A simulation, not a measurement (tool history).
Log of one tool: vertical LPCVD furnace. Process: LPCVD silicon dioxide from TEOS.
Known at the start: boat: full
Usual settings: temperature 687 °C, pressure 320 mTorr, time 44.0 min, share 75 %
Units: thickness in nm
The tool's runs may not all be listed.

run     day  temperature  pressure  time  share  wafers since the last listed run  hours since the last temperature calibration  hours since the pressure gauge was zeroed  hours since the TEOS flow controller was replaced  hours since the gauge calibration  read-back reference wafer on the same gauge, thickness  thickness
  1   0.000          684       320  49.0     75                                 0                                        2415.5                                     2983.8                                             4281.9                               88.2                                                  233.96     280.72
  2   1.346          684       320  49.0     75                               289                                        2447.8                                     3016.1                                             4314.2                              120.5                                                  233.87     276.24
  3   2.700          684       320  49.0     75                               291                                        2480.3                                     3048.6                                             4346.7                              153.0                                                  233.89     281.83
  4   5.379          687       320  44.0     75                               576                                        2544.6                                     3112.9                                             4411.0                              217.3                                                  233.99     269.48
  5   8.325          687       320  44.0     75                               633                                        2615.3                                     3183.6                                             4481.7                              288.0                                                  234.05     268.78
  6  10.608          687       320  44.0     75                               491                                        2670.1                                     3238.4                                             4536.5                              342.8                                                  233.85     273.43
  7  12.621          687       320  44.0     71                               432                                        2718.4                                     3286.7                                             4584.8                              391.1                                                  234.12     266.23
  8  15.396          687       320  44.0     71                               596                                        2785.0                                     3353.3                                             4651.4                              457.7                                                  234.06     264.61
  9  18.054          687       320  44.0     71                               571                                        2848.8                                     3417.1                                             4715.2                              521.5                                                  233.85     266.30
 10  20.250          687       360  32.0     75                               472                                        2901.5                                     3469.8                                             4767.9                              574.2                                                  233.83     209.40
 11  22.438          687       360  32.0     75                               470                                        2954.0                                     3522.3                                             4820.4                              626.7                                                  233.97     212.80
 12  24.275          684       320  44.0     85                               395                                        2998.1                                     3566.4                                             4864.5                              670.8                                                  233.86     273.15
 13  26.329          684       320  44.0     85                               441                                        3047.4                                     3615.7                                             4913.8                              720.1                                                  233.99     275.28
 14  28.117          687       320  44.0     75                               384                                        3090.3                                     3658.6                                             4956.7                              763.0                                                  234.40     277.72
     29.092  -- gauge calibrated
 15  30.638          682       320  44.0     66                               542                                        3150.8                                     3719.1                                             5017.2                               37.1                                                  234.12     230.50
 16  31.850          687       320  28.5     75                               260                                        3179.9                                     3748.2                                             5046.3                               66.2                                                  234.01     180.28
 17  33.504          693       320  56.0     75                               355                                        3219.6                                     3787.9                                             5086.0                              105.9                                                  234.24     405.79
 18  34.642          687       320  44.0     75                               244                                        3246.9                                     3815.2                                             5113.3                              133.2                                                  233.91     277.97
 19  36.838          687       320  44.0     85                               472                                        3299.6                                     3867.9                                             5166.0                              185.9                                                  234.03     295.50
     39.717  -- thermocouples replaced and temperature profile calibrated
     40.575  -- pressure gauge zeroed
     43.717  -- TEOS flow controller replaced
 20  45.367          687       285  28.5     75                              1220                                         135.6                                      115.0                                               39.6                              390.6                                                  233.79     157.39
 21  47.104          687       270  54.5     88                               373                                         177.3                                      156.7                                               81.3                              432.3                                                  233.95     318.21
 22  48.921          681       320  44.0     75                               390                                         220.9                                      200.3                                              124.9                              475.9                                                  233.87     222.99
 23  51.271          687       320  44.0     75                               505                                         277.3                                      256.7                                              181.3                              532.3                                                  233.81     256.15
 24  53.133          687       320  38.5     75                               400                                         322.0                                      301.4                                              226.0                              577.0                                                  234.04     223.63
 25  55.696          687       320  58.0     75                               551                                         383.5                                      362.9                                              287.5                              638.5                                                  234.03     337.65
 26  57.575          687       320  44.0     75                               404                                         428.6                                      408.0                                              332.6                              683.6                                                  234.23     258.62
 27  59.429          678       320  52.0     75                               398                                         473.1                                      452.5                                              377.1                              728.1                                                  234.32     244.85
 28  61.775          696       345  31.5     64                               504                                         529.4                                      508.8                                              433.4                              784.4                                                  233.77     219.89
     63.088  -- gauge calibrated
 29  64.217          679       320  37.0     67                               525                                         588.0                                      567.4                                              492.0                               27.1                                                  234.11     171.27

3 ways to go on from here, each from the tool as it stands after run 29. What would each give?
  A  64.404          687       320  44.0     75                                40                                         592.5                                      571.9                                              496.5                               31.6                                                       ?          ?
  B  64.404          687       375  60.0     75                                40                                         592.5                                      571.9                                              496.5                               31.6                                                       ?          ?
  C  64.404          687       365  28.5     65                                40                                         592.5                                      571.9                                              496.5                               31.6                                                       ?          ?

run  read-back reference wafer on the same gauge, thickness  thickness
  A                                                  233.91     259.32
  B                                                  233.91     382.80
  C                                                  233.91     167.00
Without the tool's hidden state the same runs would have given:
run  thickness
  A     256.45
  B     378.57
  C     165.15
